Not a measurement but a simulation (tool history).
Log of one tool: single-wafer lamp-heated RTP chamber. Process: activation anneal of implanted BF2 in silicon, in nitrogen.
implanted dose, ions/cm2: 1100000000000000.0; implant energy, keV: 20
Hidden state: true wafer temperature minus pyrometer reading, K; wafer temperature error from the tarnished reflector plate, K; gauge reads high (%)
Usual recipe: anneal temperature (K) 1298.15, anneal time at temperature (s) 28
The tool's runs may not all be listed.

run,hour,anneal temperature (K),anneal time at temperature (s),wafers since the last listed run,wafers since the last pyrometer calibration,wafers since the reflector plate was cleaned,hours since the gauge calibration,"read-back reference wafer on the same gauge, sheet resistance",sheet resistance of the implanted and annealed layer (ohm/square)
1,0,1281.15,28,0,3389,923,950.5,140.05,168.25
# hour 44.5: pyrometer window cleaned and pyrometer calibrated
2,45,1298.15,28,515,6,1438,995.5,140.03,151.59
3,120.3,1298.15,28,1048,1054,2486,1070.8,139.87,151.03
4,177.7,1298.15,28,799,1853,3285,1128.2,139.84,151.33
5,271.3,1298.15,28,1302,3156,4588,1221.8,140,151.37
# hour 289.3: pyrometer window cleaned and pyrometer calibrated
6,347.5,1304.15,28,949,810,5538,1298,140.03,146.45
7,449.4,1304.15,28,1418,2229,6956,1399.9,140.05,146.84
8,534.3,1304.15,28,1181,3411,8138,1484.8,140.04,146.27
# hour 552.7: pyrometer window cleaned and pyrometer calibrated
9,570.4,1281.15,32,391,246,8529,1520.9,139.9,162.51
# hour 637.4: gauge calibrated
10,648.2,1318.15,23,1083,1329,9612,10.8,139.93,141.26
11,725.8,1298.15,28,1080,2409,10692,88.4,140.03,149.85
12,786,1298.15,17,838,3247,11530,148.6,140.02,161.51
# hour 806.9: pyrometer window cleaned and pyrometer calibrated
# hour 1017.4: reflector plate cleaned
13,1017.9,1313.15,19,3005,2825,6,380.5,140.05,149.02
# hour 1053.6: pyrometer window cleaned and pyrometer calibrated
14,1062.2,1298.15,28,505,119,511,424.8,140.09,151.49
15,1166.7,1310.15,41,1454,1574,1966,529.3,140.08,136.38
16,1224.8,1278.15,32,808,2382,2775,587.4,140.15,168.21
# hour 1317.4: pyrometer window cleaned and pyrometer calibrated
17,1326,1310.15,21,1297,119,4072,688.6,140.09,149.11
18,1431,1315.15,28,1461,1581,5534,793.6,139.97,140.07

Table of differences, measured result less the result of that run with no hidden state. Run-to-run variation is the same in both. Gauge scatter possibly is not:
run,sheet resistance of the implanted and annealed layer (ohm/square)
1,-0.57
2,-0.38
3,-0.42
4,-0.47
5,-0.59
6,-0.61
7,-0.78
8,-0.96
9,-1.86
10,-1.2
11,-1.64
12,-2.32
13,-0.16
14,-0.17
15,-0.15
16,-0.43
17,-0.35
18,-0.41
